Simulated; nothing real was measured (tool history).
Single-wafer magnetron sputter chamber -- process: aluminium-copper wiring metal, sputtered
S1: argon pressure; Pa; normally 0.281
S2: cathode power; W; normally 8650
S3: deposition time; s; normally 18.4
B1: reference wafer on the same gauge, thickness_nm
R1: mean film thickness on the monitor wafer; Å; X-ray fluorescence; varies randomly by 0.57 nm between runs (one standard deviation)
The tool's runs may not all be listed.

run	hour	S1	S2	S3	B1	R1
1	0	0.281	7700	18.4	294.035	2619.32
2	25.2	0.281	8650	18.4	293.874	2923.65
3	49.6	0.281	8650	18.4	293.986	2919.4
4	66.2	0.197	8650	18.4	294.036	3008.88
5	99.7	0.197	8650	18.4	294.372	3021.24
6	132.7	0.281	8650	18.4	293.979	2925.84
7	149.2	0.281	8650	18.4	293.714	2922.88
8	174.1	0.281	8650	18.4	293.846	2928.22
9	189.2	0.281	8650	18.4	294.153	2916.43
10	202.9	0.281	8650	18.4	294.341	2916.81
11	217.4	0.281	8650	18.4	293.921	2922.39
12	233.9	0.281	8650	18.4	293.994	2920.92
13	268.4	0.281	8650	18.4	294.218	2866
14	290.9	0.281	7850	18.4	294.221	2614.13
15	321.2	0.281	8650	20.9	293.916	3253.85
16	333.3	0.375	8650	18.4	294.072	2756.81
17	347	0.281	8650	18.4	293.962	2872.94
18	377.7	0.281	7400	18.4	294.151	2490.99
19	393.7	0.281	7600	18.4	293.993	2546.36
20	417.1	0.225	10500	15.4	294.064	2970.15
21	439.9	0.281	8650	15	294.058	2350.43
22	471	0.281	8650	21.4	293.811	3361.72
23	500.8	0.281	8650	18.4	294.033	2893.16
24	524.9	0.31	8650	18.4	294.055	2850.23
25	538.8	0.184	7600	18.4	294.164	2666.34
26	566.9	0.175	6750	15.5	293.978	2021.75
27	599.6	0.281	8650	18.4	293.628	2885.92

Removed from this log: 7 entries logged between the listed runs. Between which two listed runs does each belong, and how does the tool's hidden state at the listed run before it compare with that at the listed run after it?
Run 5 -> run 6: sputter target and shields replaced (hour 123.7)
  true argon pressure above the setpoint (%): -14 -> -14.1
  the result without the hidden state subtracted from the measured one, R1: +40.39 -> +51.49 Å
Run 9 -> run 10: gauge calibrated (hour 201)
  no difference in the tool's unlogged condition between these two runs
  the result without the hidden state subtracted from the measured one, R1: +51.56 -> +51.63 Å
Run 12 -> run 13: sputter target and shields replaced (hour 250.2); capacitance manometer re-zeroed and calibrated (hour 258.4)
  true argon pressure above the setpoint (%): -14.2 -> 1.12
  the result without the hidden state subtracted from the measured one, R1: +51.82 -> -4.03 Å
Run 15 -> run 16: magnet pack replaced (hour 332.6)
  true argon pressure above the setpoint (%): -0.281 -> -0.583
  the result without the hidden state subtracted from the measured one, R1: +1.15 -> +2.54 Å
Run 17 -> run 18: sputter target and shields replaced (hour 376.8)
  true argon pressure above the setpoint (%): -0.918 -> -1.64
  the result without the hidden state subtracted from the measured one, R1: +3.31 -> +5.13 Å
Run 22 -> run 23: sputter target and shields replaced (hour 498.9)
  true argon pressure above the setpoint (%): -3.6 -> -4.16
  the result without the hidden state subtracted from the measured one, R1: +15.2 -> +15.11 Å

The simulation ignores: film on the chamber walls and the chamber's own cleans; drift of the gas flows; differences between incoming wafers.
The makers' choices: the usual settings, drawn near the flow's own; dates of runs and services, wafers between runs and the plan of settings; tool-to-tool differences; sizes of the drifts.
